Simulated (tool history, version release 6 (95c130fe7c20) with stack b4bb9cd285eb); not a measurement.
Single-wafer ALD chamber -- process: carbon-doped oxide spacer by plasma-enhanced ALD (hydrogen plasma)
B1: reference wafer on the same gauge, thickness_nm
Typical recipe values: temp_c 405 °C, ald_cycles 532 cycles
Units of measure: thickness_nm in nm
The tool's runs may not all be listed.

{"run": 1, "hour": 0.0, "temp_c": 415, "ald_cycles": 532, "B1": 26.1, "thickness_nm": 23.307}
{"run": 2, "hour": 85.7, "temp_c": 415, "ald_cycles": 532, "B1": 26.099, "thickness_nm": 23.229}
{"run": 3, "hour": 98.4, "temp_c": 405, "ald_cycles": 494, "B1": 26.089, "thickness_nm": 22.146}
{"run": 4, "hour": 118.5, "temp_c": 405, "ald_cycles": 494, "B1": 26.084, "thickness_nm": 22.262}
{"run": 5, "hour": 144.4, "temp_c": 405, "ald_cycles": 494, "B1": 26.108, "thickness_nm": 22.304}
{"run": 6, "hour": 162.2, "temp_c": 405, "ald_cycles": 532, "B1": 26.108, "thickness_nm": 23.907}
{"run": 7, "hour": 195.3, "temp_c": 405, "ald_cycles": 532, "B1": 26.088, "thickness_nm": 23.82}
{"run": 8, "hour": 275.3, "temp_c": 405, "ald_cycles": 532, "B1": 26.084, "thickness_nm": 24.048}
{"hour": 293.7, "done": "gauge calibrated"}
{"run": 9, "hour": 308.2, "temp_c": 405, "ald_cycles": 532, "B1": 26.108, "thickness_nm": 23.943}
{"run": 10, "hour": 341.8, "temp_c": 405, "ald_cycles": 532, "B1": 26.131, "thickness_nm": 23.888}
{"run": 11, "hour": 366.6, "temp_c": 405, "ald_cycles": 532, "B1": 26.08, "thickness_nm": 23.958}
{"run": 12, "hour": 394.0, "temp_c": 405, "ald_cycles": 610, "B1": 26.11, "thickness_nm": 27.341}
{"run": 13, "hour": 406.2, "temp_c": 392, "ald_cycles": 532, "B1": 26.108, "thickness_nm": 24.261}
{"hour": 428.1, "done": "thermocouple changed; heater temperature recalibrated"}
{"run": 14, "hour": 428.6, "temp_c": 393, "ald_cycles": 577, "B1": 26.101, "thickness_nm": 26.445}
{"run": 15, "hour": 462.6, "temp_c": 405, "ald_cycles": 532, "B1": 26.099, "thickness_nm": 24.041}
{"run": 16, "hour": 491.2, "temp_c": 397, "ald_cycles": 532, "B1": 26.061, "thickness_nm": 24.269}
{"run": 17, "hour": 521.0, "temp_c": 405, "ald_cycles": 532, "B1": 26.09, "thickness_nm": 23.901}
{"run": 18, "hour": 546.7, "temp_c": 418, "ald_cycles": 532, "B1": 26.114, "thickness_nm": 23.089}
{"run": 19, "hour": 561.9, "temp_c": 405, "ald_cycles": 532, "B1": 26.118, "thickness_nm": 24.062}
{"run": 20, "hour": 592.5, "temp_c": 412, "ald_cycles": 451, "B1": 26.099, "thickness_nm": 19.876}
{"run": 21, "hour": 613.6, "temp_c": 405, "ald_cycles": 532, "B1": 26.095, "thickness_nm": 23.938}
{"run": 22, "hour": 631.3, "temp_c": 391, "ald_cycles": 494, "B1": 26.068, "thickness_nm": 22.528}

Forecast each of these 4 alternatives for the next run:
{"run": "A", "hour": 632.5, "temp_c": 405, "ald_cycles": 495, "B1": "?", "thickness_nm": "?"}
{"run": "B", "hour": 632.5, "temp_c": 411, "ald_cycles": 437, "B1": "?", "thickness_nm": "?"}
{"run": "C", "hour": 632.5, "temp_c": 405, "ald_cycles": 454, "B1": "?", "thickness_nm": "?"}
{"run": "D", "hour": 632.5, "temp_c": 412, "ald_cycles": 532, "B1": "?", "thickness_nm": "?"}

run=A B1=26.105 thickness_nm=22.326
run=B B1=26.105 thickness_nm=19.393
run=C B1=26.105 thickness_nm=20.477
run=D B1=26.105 thickness_nm=23.545
Without the tool's hidden state the same runs would have given:
run=A thickness_nm=22.326
run=B thickness_nm=19.393
run=C thickness_nm=20.477
run=D thickness_nm=23.545

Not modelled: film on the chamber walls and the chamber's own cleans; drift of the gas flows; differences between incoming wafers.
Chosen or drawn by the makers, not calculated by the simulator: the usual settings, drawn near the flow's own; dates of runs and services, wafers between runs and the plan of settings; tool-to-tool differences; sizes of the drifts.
